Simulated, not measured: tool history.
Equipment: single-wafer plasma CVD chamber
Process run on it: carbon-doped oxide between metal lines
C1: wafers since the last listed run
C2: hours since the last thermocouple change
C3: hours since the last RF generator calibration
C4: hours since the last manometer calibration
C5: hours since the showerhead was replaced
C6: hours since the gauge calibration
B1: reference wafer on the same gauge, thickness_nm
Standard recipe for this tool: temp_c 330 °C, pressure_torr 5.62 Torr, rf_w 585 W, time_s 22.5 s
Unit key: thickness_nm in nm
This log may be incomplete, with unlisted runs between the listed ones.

{"run": 1, "hour": 0.0, "temp_c": 330, "pressure_torr": 5.62, "rf_w": 585, "time_s": 23.7, "C1": 0, "C2": 880.5, "C3": 44.0, "C4": 1967.4, "C5": 3637.1, "C6": 1247.0, "B1": 114.799, "thickness_nm": 135.558}
{"run": 2, "hour": 26.3, "temp_c": 330, "pressure_torr": 5.62, "rf_w": 585, "time_s": 22.5, "C1": 550, "C2": 906.8, "C3": 70.3, "C4": 1993.7, "C5": 3663.4, "C6": 1273.3, "B1": 115.028, "thickness_nm": 128.741}
{"run": 3, "hour": 53.2, "temp_c": 330, "pressure_torr": 5.62, "rf_w": 585, "time_s": 22.5, "C1": 563, "C2": 933.7, "C3": 97.2, "C4": 2020.6, "C5": 3690.3, "C6": 1300.2, "B1": 115.055, "thickness_nm": 128.375}
{"run": 4, "hour": 254.6, "temp_c": 330, "pressure_torr": 5.62, "rf_w": 585, "time_s": 22.5, "C1": 4217, "C2": 1135.1, "C3": 298.6, "C4": 2222.0, "C5": 3891.7, "C6": 1501.6, "B1": 114.889, "thickness_nm": 128.151}
{"run": 5, "hour": 307.0, "temp_c": 330, "pressure_torr": 5.62, "rf_w": 585, "time_s": 22.5, "C1": 1097, "C2": 1187.5, "C3": 351.0, "C4": 2274.4, "C5": 3944.1, "C6": 1554.0, "B1": 115.159, "thickness_nm": 128.378}
{"hour": 320.5, "done": "thermocouple changed; heater temperature recalibrated"}
{"run": 6, "hour": 347.4, "temp_c": 330, "pressure_torr": 5.62, "rf_w": 585, "time_s": 22.5, "C1": 678, "C2": 26.9, "C3": 391.4, "C4": 2314.8, "C5": 3984.5, "C6": 1594.4, "B1": 114.876, "thickness_nm": 129.048}
{"hour": 397.1, "done": "showerhead replaced"}
{"run": 7, "hour": 397.6, "temp_c": 330, "pressure_torr": 5.62, "rf_w": 585, "time_s": 22.5, "C1": 883, "C2": 77.1, "C3": 441.6, "C4": 2365.0, "C5": 0.5, "C6": 1644.6, "B1": 114.93, "thickness_nm": 128.924}
{"run": 8, "hour": 445.6, "temp_c": 330, "pressure_torr": 5.62, "rf_w": 585, "time_s": 22.5, "C1": 1005, "C2": 125.1, "C3": 489.6, "C4": 2413.0, "C5": 48.5, "C6": 1692.6, "B1": 114.936, "thickness_nm": 127.995}
{"hour": 458.1, "done": "gauge calibrated"}
{"run": 9, "hour": 501.6, "temp_c": 330, "pressure_torr": 5.62, "rf_w": 585, "time_s": 22.5, "C1": 1172, "C2": 181.1, "C3": 545.6, "C4": 2469.0, "C5": 104.5, "C6": 43.5, "B1": 114.883, "thickness_nm": 129.67}
{"run": 10, "hour": 572.2, "temp_c": 330, "pressure_torr": 5.62, "rf_w": 585, "time_s": 22.5, "C1": 1478, "C2": 251.7, "C3": 616.2, "C4": 2539.6, "C5": 175.1, "C6": 114.1, "B1": 114.934, "thickness_nm": 128.746}
{"run": 11, "hour": 606.7, "temp_c": 330, "pressure_torr": 5.62, "rf_w": 540, "time_s": 22.5, "C1": 722, "C2": 286.2, "C3": 650.7, "C4": 2574.1, "C5": 209.6, "C6": 148.6, "B1": 115.122, "thickness_nm": 122.044}
{"run": 12, "hour": 652.2, "temp_c": 330, "pressure_torr": 5.62, "rf_w": 585, "time_s": 22.5, "C1": 952, "C2": 331.7, "C3": 696.2, "C4": 2619.6, "C5": 255.1, "C6": 194.1, "B1": 114.96, "thickness_nm": 128.848}
{"run": 13, "hour": 720.9, "temp_c": 330, "pressure_torr": 5.62, "rf_w": 585, "time_s": 22.5, "C1": 1438, "C2": 400.4, "C3": 764.9, "C4": 2688.3, "C5": 323.8, "C6": 262.8, "B1": 114.852, "thickness_nm": 128.167}
{"run": 14, "hour": 751.0, "temp_c": 330, "pressure_torr": 5.62, "rf_w": 585, "time_s": 22.5, "C1": 630, "C2": 430.5, "C3": 795.0, "C4": 2718.4, "C5": 353.9, "C6": 292.9, "B1": 114.981, "thickness_nm": 128.32}
{"run": 15, "hour": 795.7, "temp_c": 343, "pressure_torr": 5.62, "rf_w": 585, "time_s": 26.1, "C1": 936, "C2": 475.2, "C3": 839.7, "C4": 2763.1, "C5": 398.6, "C6": 337.6, "B1": 115.214, "thickness_nm": 143.898}
{"hour": 859.3, "done": "RF generator calibrated"}
{"run": 16, "hour": 863.3, "temp_c": 330, "pressure_torr": 5.62, "rf_w": 550, "time_s": 22.5, "C1": 1248, "C2": 542.8, "C3": 4.0, "C4": 2830.7, "C5": 466.2, "C6": 405.2, "B1": 114.812, "thickness_nm": 123.335}
{"hour": 907.7, "done": "capacitance manometer re-zeroed and calibrated"}
{"run": 17, "hour": 913.1, "temp_c": 330, "pressure_torr": 5.62, "rf_w": 585, "time_s": 20.4, "C1": 875, "C2": 592.6, "C3": 53.8, "C4": 5.4, "C5": 516.0, "C6": 455.0, "B1": 115.05, "thickness_nm": 117.56}
{"run": 18, "hour": 954.2, "temp_c": 330, "pressure_torr": 6.34, "rf_w": 585, "time_s": 18.1, "C1": 860, "C2": 633.7, "C3": 94.9, "C4": 46.5, "C5": 557.1, "C6": 496.1, "B1": 114.982, "thickness_nm": 104.908}
{"run": 19, "hour": 1010.6, "temp_c": 330, "pressure_torr": 5.62, "rf_w": 585, "time_s": 22.5, "C1": 1181, "C2": 690.1, "C3": 151.3, "C4": 102.9, "C5": 613.5, "C6": 552.5, "B1": 114.982, "thickness_nm": 129.084}
{"run": 20, "hour": 1039.5, "temp_c": 330, "pressure_torr": 6.95, "rf_w": 690, "time_s": 20.8, "C1": 605, "C2": 719.0, "C3": 180.2, "C4": 131.8, "C5": 642.4, "C6": 581.4, "B1": 114.976, "thickness_nm": 134.979}
{"run": 21, "hour": 1088.1, "temp_c": 330, "pressure_torr": 5.62, "rf_w": 585, "time_s": 22.5, "C1": 1017, "C2": 767.6, "C3": 228.8, "C4": 180.4, "C5": 691.0, "C6": 630.0, "B1": 114.994, "thickness_nm": 128.628}
{"run": 22, "hour": 1206.6, "temp_c": 340, "pressure_torr": 5.62, "rf_w": 585, "time_s": 19.5, "C1": 2481, "C2": 886.1, "C3": 347.3, "C4": 298.9, "C5": 809.5, "C6": 748.5, "B1": 114.965, "thickness_nm": 108.589}
{"run": 23, "hour": 1242.0, "temp_c": 330, "pressure_torr": 5.03, "rf_w": 585, "time_s": 22.5, "C1": 741, "C2": 921.5, "C3": 382.7, "C4": 334.3, "C5": 844.9, "C6": 783.9, "B1": 114.956, "thickness_nm": 127.612}
{"run": 24, "hour": 1291.4, "temp_c": 323, "pressure_torr": 6.43, "rf_w": 655, "time_s": 25.9, "C1": 1034, "C2": 970.9, "C3": 432.1, "C4": 383.7, "C5": 894.3, "C6": 833.3, "B1": 115.028, "thickness_nm": 165.56}
{"run": 25, "hour": 1340.5, "temp_c": 341, "pressure_torr": 5.62, "rf_w": 585, "time_s": 24.5, "C1": 1028, "C2": 1020.0, "C3": 481.2, "C4": 432.8, "C5": 943.4, "C6": 882.4, "B1": 114.908, "thickness_nm": 135.242}
{"run": 26, "hour": 1387.4, "temp_c": 341, "pressure_torr": 6.99, "rf_w": 475, "time_s": 19.5, "C1": 982, "C2": 1066.9, "C3": 528.1, "C4": 479.7, "C5": 990.3, "C6": 929.3, "B1": 115.055, "thickness_nm": 94.956}
{"run": 27, "hour": 1450.7, "temp_c": 330, "pressure_torr": 5.62, "rf_w": 585, "time_s": 22.5, "C1": 1325, "C2": 1130.2, "C3": 591.4, "C4": 543.0, "C5": 1053.6, "C6": 992.6, "B1": 114.974, "thickness_nm": 129.094}

Each row is a separate what-if for the run after 27, all from the same tool condition, not one after another. Results?
{"run": "A", "hour": 1451.1, "temp_c": 330, "pressure_torr": 5.62, "rf_w": 585, "time_s": 21.3, "C1": 8, "C2": 1130.6, "C3": 591.8, "C4": 543.4, "C5": 1054.0, "C6": 993.0, "B1": "?", "thickness_nm": "?"}
{"run": "B", "hour": 1451.1, "temp_c": 330, "pressure_torr": 4.81, "rf_w": 490, "time_s": 22.5, "C1": 8, "C2": 1130.6, "C3": 591.8, "C4": 543.4, "C5": 1054.0, "C6": 993.0, "B1": "?", "thickness_nm": "?"}
{"run": "C", "hour": 1451.1, "temp_c": 330, "pressure_torr": 6.88, "rf_w": 585, "time_s": 26.6, "C1": 8, "C2": 1130.6, "C3": 591.8, "C4": 543.4, "C5": 1054.0, "C6": 993.0, "B1": "?", "thickness_nm": "?"}
{"run": "D", "hour": 1451.1, "temp_c": 330, "pressure_torr": 5.62, "rf_w": 585, "time_s": 21.0, "C1": 8, "C2": 1130.6, "C3": 591.8, "C4": 543.4, "C5": 1054.0, "C6": 993.0, "B1": "?", "thickness_nm": "?"}
{"run": "E", "hour": 1451.1, "temp_c": 326, "pressure_torr": 5.2, "rf_w": 585, "time_s": 22.5, "C1": 8, "C2": 1130.6, "C3": 591.8, "C4": 543.4, "C5": 1054.0, "C6": 993.0, "B1": "?", "thickness_nm": "?"}

run=A B1=115.031 thickness_nm=122.526
run=B B1=115.031 thickness_nm=112.137
run=C B1=115.031 thickness_nm=155.177
run=D B1=115.031 thickness_nm=120.829
run=E B1=115.031 thickness_nm=129.807
Had the tool no hidden state, the same runs would have come out as:
run=A thickness_nm=122.526
run=B thickness_nm=112.137
run=C thickness_nm=155.177
run=D thickness_nm=120.829
run=E thickness_nm=129.807

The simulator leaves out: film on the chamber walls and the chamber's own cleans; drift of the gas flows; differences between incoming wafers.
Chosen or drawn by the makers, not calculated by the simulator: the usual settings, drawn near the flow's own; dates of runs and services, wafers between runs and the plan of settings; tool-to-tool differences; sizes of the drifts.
